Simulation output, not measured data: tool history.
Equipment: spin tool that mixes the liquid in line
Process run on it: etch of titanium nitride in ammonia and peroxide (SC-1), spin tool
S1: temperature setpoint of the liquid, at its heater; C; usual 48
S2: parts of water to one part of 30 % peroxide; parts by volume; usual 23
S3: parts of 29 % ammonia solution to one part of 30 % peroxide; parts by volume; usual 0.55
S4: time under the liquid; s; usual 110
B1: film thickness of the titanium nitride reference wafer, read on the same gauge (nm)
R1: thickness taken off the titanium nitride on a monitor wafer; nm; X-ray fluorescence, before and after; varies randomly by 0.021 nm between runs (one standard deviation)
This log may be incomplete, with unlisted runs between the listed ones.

{"run": 1, "hour": 0.0, "S1": 48, "S2": 23, "S3": 0.55, "S4": 110, "B1": 60.01, "R1": 4.67}
{"run": 2, "hour": 17.4, "S1": 48, "S2": 23, "S3": 0.55, "S4": 110, "B1": 59.97, "R1": 4.67}
{"run": 3, "hour": 43.8, "S1": 48, "S2": 23, "S3": 0.55, "S4": 110, "B1": 60, "R1": 4.65}
{"run": 4, "hour": 68.7, "S1": 52, "S2": 23, "S3": 0.55, "S4": 140, "B1": 59.99, "R1": 7.83}
{"run": 5, "hour": 102.4, "S1": 52, "S2": 23, "S3": 0.55, "S4": 140, "B1": 59.97, "R1": 7.82}
{"hour": 128.0, "done": "new drum of ammonia solution connected"}
{"run": 6, "hour": 136.6, "S1": 52, "S2": 23, "S3": 0.55, "S4": 140, "B1": 60.03, "R1": 7.78}
{"hour": 154.0, "done": "thermometer replaced"}
{"hour": 163.8, "done": "ammonia flow meter replaced"}
{"run": 7, "hour": 166.8, "S1": 48, "S2": 23, "S3": 0.55, "S4": 110, "B1": 60.02, "R1": 4.6}
{"run": 8, "hour": 192.6, "S1": 48, "S2": 17, "S3": 0.4, "S4": 110, "B1": 60.02, "R1": 5.1}
{"hour": 194.5, "done": "gauge calibrated"}
{"run": 9, "hour": 205.2, "S1": 53.5, "S2": 23, "S3": 0.45, "S4": 110, "B1": 59.97, "R1": 6.54}
{"hour": 225.7, "done": "heated supply line repaired"}
{"run": 10, "hour": 231.9, "S1": 48, "S2": 23, "S3": 0.55, "S4": 110, "B1": 59.98, "R1": 6.4}
{"run": 11, "hour": 250.7, "S1": 48, "S2": 23, "S3": 0.55, "S4": 110, "B1": 60.03, "R1": 6.41}
{"run": 12, "hour": 279.6, "S1": 55.5, "S2": 23, "S3": 0.75, "S4": 110, "B1": 60.01, "R1": 11.38}
{"run": 13, "hour": 306.5, "S1": 48, "S2": 17.5, "S3": 0.55, "S4": 110, "B1": 59.99, "R1": 7.47}
{"run": 14, "hour": 321.2, "S1": 48, "S2": 32.5, "S3": 0.4, "S4": 110, "B1": 59.94, "R1": 4.89}
{"run": 15, "hour": 338.3, "S1": 48, "S2": 26, "S3": 0.55, "S4": 45, "B1": 60.06, "R1": 2.45}

Branching from run 15: 5 alternative next runs. What would each branch give?
{"run": "A", "hour": 338.7, "S1": 48, "S2": 23, "S3": 0.45, "S4": 110, "B1": "?", "R1": "?"}
{"run": "B", "hour": 338.7, "S1": 48, "S2": 15, "S3": 0.55, "S4": 110, "B1": "?", "R1": "?"}
{"run": "C", "hour": 338.7, "S1": 52, "S2": 23, "S3": 0.55, "S4": 135, "B1": "?", "R1": "?"}
{"run": "D", "hour": 338.7, "S1": 48, "S2": 23, "S3": 0.4, "S4": 110, "B1": "?", "R1": "?"}
{"run": "E", "hour": 338.7, "S1": 43, "S2": 23, "S3": 0.85, "S4": 110, "B1": "?", "R1": "?"}

run=A B1=60 R1=6.09
run=B B1=60 R1=8.01
run=C B1=60 R1=10.26
run=D B1=60 R1=5.95
run=E B1=60 R1=4.78
Take away the tool's hidden state, keep each run's random variation, and the runs would have read:
run=A R1=6.25
run=B R1=8.22
run=C R1=10.52
run=D R1=6.11
run=E R1=4.91

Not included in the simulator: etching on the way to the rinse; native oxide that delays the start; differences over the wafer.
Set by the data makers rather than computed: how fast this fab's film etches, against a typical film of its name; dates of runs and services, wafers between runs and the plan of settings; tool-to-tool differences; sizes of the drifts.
